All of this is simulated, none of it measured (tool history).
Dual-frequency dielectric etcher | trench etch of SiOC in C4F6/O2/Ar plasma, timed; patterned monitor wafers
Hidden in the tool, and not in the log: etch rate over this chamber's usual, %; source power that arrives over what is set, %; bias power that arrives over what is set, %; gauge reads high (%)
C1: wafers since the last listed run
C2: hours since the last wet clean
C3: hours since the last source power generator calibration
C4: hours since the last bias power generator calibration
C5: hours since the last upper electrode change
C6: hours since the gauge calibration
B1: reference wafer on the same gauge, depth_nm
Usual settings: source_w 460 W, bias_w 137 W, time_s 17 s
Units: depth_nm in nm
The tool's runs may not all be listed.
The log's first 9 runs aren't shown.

run 10 hour=255.5 | source_w=460 bias_w=137 time_s=17 | C1=460 C2=219.1 C3=1840.7 C4=3334.4 C5=2752.8 C6=230.8 | B1=38.62 | depth_nm=37.62
-- hour=268.7 source power generator calibrated
run 11 hour=277.2 | source_w=460 bias_w=137 time_s=17 | C1=368 C2=240.8 C3=8.5 C4=3356.1 C5=2774.5 C6=252.5 | B1=38.66 | depth_nm=37.73
run 12 hour=299.4 | source_w=460 bias_w=150 time_s=17 | C1=462 C2=263 C3=30.7 C4=3378.3 C5=2796.7 C6=274.7 | B1=38.61 | depth_nm=38.9
run 13 hour=320.4 | source_w=460 bias_w=114 time_s=17 | C1=437 C2=284 C3=51.7 C4=3399.3 C5=2817.7 C6=295.7 | B1=38.62 | depth_nm=35.34
run 14 hour=352 | source_w=460 bias_w=137 time_s=17 | C1=658 C2=315.6 C3=83.3 C4=3430.9 C5=2849.3 C6=327.3 | B1=38.57 | depth_nm=37.52
run 15 hour=382.1 | source_w=460 bias_w=137 time_s=17 | C1=626 C2=345.7 C3=113.4 C4=3461 C5=2879.4 C6=357.4 | B1=38.71 | depth_nm=37.44
run 16 hour=457.4 | source_w=460 bias_w=123 time_s=17 | C1=1568 C2=421 C3=188.7 C4=3536.3 C5=2954.7 C6=432.7 | B1=38.67 | depth_nm=37.69
run 17 hour=473.3 | source_w=460 bias_w=149 time_s=17 | C1=331 C2=436.9 C3=204.6 C4=3552.2 C5=2970.6 C6=448.6 | B1=38.62 | depth_nm=38.97
-- hour=522.2 wet clean of the chamber
run 18 hour=522.7 | source_w=490 bias_w=171 time_s=20 | C1=528 C2=0.5 C3=254 C4=3601.6 C5=3020 C6=498 | B1=38.59 | depth_nm=47.78
run 19 hour=533.6 | source_w=370 bias_w=137 time_s=17 | C1=226 C2=11.4 C3=264.9 C4=3612.5 C5=3030.9 C6=508.9 | B1=38.61 | depth_nm=32.61
run 20 hour=561.3 | source_w=460 bias_w=103 time_s=14 | C1=576 C2=39.1 C3=292.6 C4=3640.2 C5=3058.6 C6=536.6 | B1=38.54 | depth_nm=28.54
-- hour=573.5 bias power generator calibrated
-- hour=589.7 gauge calibrated
run 21 hour=596.2 | source_w=490 bias_w=151 time_s=14.5 | C1=643 C2=74 C3=327.5 C4=22.7 C5=3093.5 C6=6.5 | B1=38.61 | depth_nm=33.62
run 22 hour=630.1 | source_w=380 bias_w=123 time_s=17 | C1=705 C2=107.9 C3=361.4 C4=56.6 C5=3127.4 C6=40.4 | B1=38.6 | depth_nm=32.67
-- hour=654.7 upper electrode replaced
run 23 hour=661.5 | source_w=460 bias_w=137 time_s=18.5 | C1=154 C2=139.3 C3=392.8 C4=88 C5=6.8 C6=71.8 | B1=38.63 | depth_nm=40.83
run 24 hour=697 | source_w=460 bias_w=137 time_s=17 | C1=739 C2=174.8 C3=428.3 C4=123.5 C5=42.3 C6=107.3 | B1=38.63 | depth_nm=37.69
run 25 hour=711.8 | source_w=460 bias_w=137 time_s=17 | C1=308 C2=189.6 C3=443.1 C4=138.3 C5=57.1 C6=122.1 | B1=38.66 | depth_nm=37.4
run 26 hour=743.8 | source_w=550 bias_w=137 time_s=17 | C1=666 C2=221.6 C3=475.1 C4=170.3 C5=89.1 C6=154.1 | B1=38.51 | depth_nm=42.09
run 27 hour=761.1 | source_w=460 bias_w=137 time_s=17 | C1=360 C2=238.9 C3=492.4 C4=187.6 C5=106.4 C6=171.4 | B1=38.55 | depth_nm=38.01
run 28 hour=790 | source_w=460 bias_w=137 time_s=17 | C1=601 C2=267.8 C3=521.3 C4=216.5 C5=135.3 C6=200.3 | B1=38.61 | depth_nm=37.82
run 29 hour=823.9 | source_w=460 bias_w=154 time_s=17 | C1=705 C2=301.7 C3=555.2 C4=250.4 C5=169.2 C6=234.2 | B1=38.54 | depth_nm=39.56
run 30 hour=838 | source_w=460 bias_w=151 time_s=17 | C1=293 C2=315.8 C3=569.3 C4=264.5 C5=183.3 C6=248.3 | B1=38.58 | depth_nm=38.69

4 ways to go on from here, each from the tool as it stands after run 30. What would each give?
run A hour=838.4 | source_w=460 bias_w=137 time_s=17 | C1=8 C2=316.2 C3=569.7 C4=264.9 C5=183.7 C6=248.7 | B1=? | depth_nm=?
run B hour=838.4 | source_w=570 bias_w=137 time_s=17 | C1=8 C2=316.2 C3=569.7 C4=264.9 C5=183.7 C6=248.7 | B1=? | depth_nm=?
run C hour=838.4 | source_w=570 bias_w=115 time_s=13 | C1=8 C2=316.2 C3=569.7 C4=264.9 C5=183.7 C6=248.7 | B1=? | depth_nm=?
run D hour=838.4 | source_w=360 bias_w=137 time_s=17 | C1=8 C2=316.2 C3=569.7 C4=264.9 C5=183.7 C6=248.7 | B1=? | depth_nm=?

run=A B1=38.67 depth_nm=37.64
run=B B1=38.67 depth_nm=42.11
run=C B1=38.67 depth_nm=30.77
run=D B1=38.67 depth_nm=32.76
Without the tool's hidden state the same runs would have given:
run=A depth_nm=36.47
run=B depth_nm=40.8
run=C depth_nm=29.82
run=D depth_nm=31.75

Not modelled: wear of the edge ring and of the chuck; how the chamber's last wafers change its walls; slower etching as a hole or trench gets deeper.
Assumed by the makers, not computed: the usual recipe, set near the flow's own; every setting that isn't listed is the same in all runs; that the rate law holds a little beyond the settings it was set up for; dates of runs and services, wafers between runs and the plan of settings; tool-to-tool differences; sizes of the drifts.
